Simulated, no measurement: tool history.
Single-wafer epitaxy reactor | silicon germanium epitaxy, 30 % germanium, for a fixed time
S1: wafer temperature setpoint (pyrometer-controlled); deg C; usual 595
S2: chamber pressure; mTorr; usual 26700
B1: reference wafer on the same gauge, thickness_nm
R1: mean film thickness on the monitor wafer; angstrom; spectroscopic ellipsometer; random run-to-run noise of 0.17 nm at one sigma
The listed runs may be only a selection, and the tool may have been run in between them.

run 1 hour=0 | S1=595 S2=26700 | B1=65.557 | R1=510.47
run 2 hour=11 | S1=595 S2=26700 | B1=65.589 | R1=512.27
run 3 hour=25.6 | S1=595 S2=26700 | B1=65.616 | R1=515.17
run 4 hour=31.7 | S1=595 S2=26700 | B1=65.553 | R1=511.7
run 5 hour=48.1 | S1=595 S2=26700 | B1=65.577 | R1=512.44
-- hour=58.3 gauge calibrated
run 6 hour=63.6 | S1=595 S2=26700 | B1=65.579 | R1=509.14
run 7 hour=74.3 | S1=595 S2=26700 | B1=65.555 | R1=508.64
-- hour=83.4 capacitance manometer re-zeroed and calibrated
-- hour=83.6 showerhead replaced
run 8 hour=91.9 | S1=600 S2=33100 | B1=65.619 | R1=646.05
-- hour=110.6 pyrometer calibrated
run 9 hour=111.1 | S1=595 S2=26700 | B1=65.567 | R1=582.56
run 10 hour=114.4 | S1=583 S2=22000 | B1=65.626 | R1=393.04
run 11 hour=127.4 | S1=590 S2=31000 | B1=65.566 | R1=580.25
run 12 hour=145.2 | S1=595 S2=28500 | B1=65.606 | R1=606.71
run 13 hour=163.1 | S1=582 S2=21900 | B1=65.613 | R1=379.37
run 14 hour=170.2 | S1=608 S2=22300 | B1=65.644 | R1=662.3

Alternative continuations, all from the tool just after run 14; predict every row:
run A hour=170.6 | S1=595 S2=26700 | B1=? | R1=?
run B hour=170.6 | S1=580 S2=26700 | B1=? | R1=?
run C hour=170.6 | S1=603 S2=29300 | B1=? | R1=?
run D hour=170.6 | S1=583 S2=32800 | B1=? | R1=?

run=A B1=65.562 R1=576.51
run=B B1=65.562 R1=419.86
run=C B1=65.562 R1=722.27
run=D B1=65.562 R1=510.61
The same runs, with their run-to-run variation unchanged, on a tool lacking any hidden condition would have given:
run=A R1=581.92
run=B R1=423.96
run=C R1=728.91
run=D R1=515.55
